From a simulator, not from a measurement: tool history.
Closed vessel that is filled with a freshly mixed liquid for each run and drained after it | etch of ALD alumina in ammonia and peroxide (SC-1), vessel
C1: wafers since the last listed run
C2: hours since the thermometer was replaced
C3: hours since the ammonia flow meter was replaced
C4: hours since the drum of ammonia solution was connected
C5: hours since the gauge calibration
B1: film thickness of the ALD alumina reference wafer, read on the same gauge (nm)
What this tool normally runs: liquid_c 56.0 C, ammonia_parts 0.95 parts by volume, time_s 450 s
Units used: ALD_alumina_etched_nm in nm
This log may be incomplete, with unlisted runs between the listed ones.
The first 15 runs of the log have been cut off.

{"day": 7.617, "done": "thermometer replaced"}
{"run": 16, "day": 7.638, "liquid_c": 59.5, "ammonia_parts": 0.95, "time_s": 240, "C1": 1485, "C2": 0.5, "C3": 16.2, "C4": 1100.3, "C5": 416.1, "B1": 30.0, "ALD_alumina_etched_nm": 25.66}
{"run": 17, "day": 8.071, "liquid_c": 52.5, "ammonia_parts": 0.6, "time_s": 215, "C1": 1058, "C2": 10.9, "C3": 26.6, "C4": 1110.7, "C5": 426.5, "B1": 29.98, "ALD_alumina_etched_nm": 15.2}
{"run": 18, "day": 8.521, "liquid_c": 56.0, "ammonia_parts": 0.6, "time_s": 450, "C1": 1099, "C2": 21.7, "C3": 37.4, "C4": 1121.5, "C5": 437.3, "B1": 30.06, "ALD_alumina_etched_nm": 38.47}
{"run": 19, "day": 8.829, "liquid_c": 62.5, "ammonia_parts": 1.15, "time_s": 355, "C1": 753, "C2": 29.1, "C3": 44.8, "C4": 1128.9, "C5": 444.7, "B1": 29.94, "ALD_alumina_etched_nm": 45.1}
{"run": 20, "day": 9.412, "liquid_c": 62.0, "ammonia_parts": 0.95, "time_s": 345, "C1": 1424, "C2": 43.1, "C3": 58.8, "C4": 1142.9, "C5": 458.7, "B1": 30.0, "ALD_alumina_etched_nm": 42.01}
{"day": 9.662, "done": "gauge calibrated"}
{"run": 21, "day": 9.733, "liquid_c": 56.0, "ammonia_parts": 0.95, "time_s": 450, "C1": 783, "C2": 50.8, "C3": 66.5, "C4": 1150.6, "C5": 1.7, "B1": 30.05, "ALD_alumina_etched_nm": 40.0}
{"day": 9.988, "done": "new drum of ammonia solution connected"}
{"run": 22, "day": 10.058, "liquid_c": 46.0, "ammonia_parts": 0.8, "time_s": 450, "C1": 692, "C2": 58.6, "C3": 74.3, "C4": 1.7, "C5": 9.5, "B1": 29.99, "ALD_alumina_etched_nm": 22.81}
{"run": 23, "day": 10.608, "liquid_c": 51.0, "ammonia_parts": 0.6, "time_s": 280, "C1": 1343, "C2": 71.8, "C3": 87.5, "C4": 14.9, "C5": 22.7, "B1": 30.01, "ALD_alumina_etched_nm": 18.24}
{"run": 24, "day": 11.129, "liquid_c": 56.0, "ammonia_parts": 0.95, "time_s": 450, "C1": 1272, "C2": 84.3, "C3": 100.0, "C4": 27.4, "C5": 35.2, "B1": 30.04, "ALD_alumina_etched_nm": 40.12}
{"run": 25, "day": 11.467, "liquid_c": 56.0, "ammonia_parts": 0.95, "time_s": 450, "C1": 824, "C2": 92.4, "C3": 108.1, "C4": 35.5, "C5": 43.3, "B1": 30.04, "ALD_alumina_etched_nm": 40.09}
{"run": 26, "day": 11.721, "liquid_c": 56.0, "ammonia_parts": 0.95, "time_s": 450, "C1": 620, "C2": 98.5, "C3": 114.2, "C4": 41.6, "C5": 49.4, "B1": 30.02, "ALD_alumina_etched_nm": 40.01}
{"run": 27, "day": 12.454, "liquid_c": 56.0, "ammonia_parts": 0.95, "time_s": 450, "C1": 1791, "C2": 116.1, "C3": 131.8, "C4": 59.2, "C5": 67.0, "B1": 29.98, "ALD_alumina_etched_nm": 39.83}
{"run": 28, "day": 12.842, "liquid_c": 48.0, "ammonia_parts": 0.8, "time_s": 545, "C1": 946, "C2": 125.4, "C3": 141.1, "C4": 68.5, "C5": 76.3, "B1": 29.98, "ALD_alumina_etched_nm": 30.9}
{"run": 29, "day": 13.179, "liquid_c": 56.0, "ammonia_parts": 0.95, "time_s": 450, "C1": 824, "C2": 133.5, "C3": 149.2, "C4": 76.6, "C5": 84.4, "B1": 30.04, "ALD_alumina_etched_nm": 39.94}
{"run": 30, "day": 13.921, "liquid_c": 56.0, "ammonia_parts": 0.5, "time_s": 370, "C1": 1811, "C2": 151.3, "C3": 167.0, "C4": 94.4, "C5": 102.2, "B1": 29.98, "ALD_alumina_etched_nm": 31.0}

Here are 3 independent what-if runs from the current tool condition. What would each one return?
{"run": "A", "day": 13.954, "liquid_c": 56.0, "ammonia_parts": 0.95, "time_s": 450, "C1": 81, "C2": 152.1, "C3": 167.8, "C4": 95.2, "C5": 103.0, "B1": "?", "ALD_alumina_etched_nm": "?"}
{"run": "B", "day": 13.954, "liquid_c": 65.5, "ammonia_parts": 1.15, "time_s": 360, "C1": 81, "C2": 152.1, "C3": 167.8, "C4": 95.2, "C5": 103.0, "B1": "?", "ALD_alumina_etched_nm": "?"}
{"run": "C", "day": 13.954, "liquid_c": 56.0, "ammonia_parts": 0.95, "time_s": 675, "C1": 81, "C2": 152.1, "C3": 167.8, "C4": 95.2, "C5": 103.0, "B1": "?", "ALD_alumina_etched_nm": "?"}

run=A B1=30.01 ALD_alumina_etched_nm=39.87
run=B B1=30.01 ALD_alumina_etched_nm=52.77
run=C B1=30.01 ALD_alumina_etched_nm=59.80
With the hidden condition removed and each run's random variation left untouched, the same runs would have given:
run=A ALD_alumina_etched_nm=40.14
run=B ALD_alumina_etched_nm=53.11
run=C ALD_alumina_etched_nm=60.21
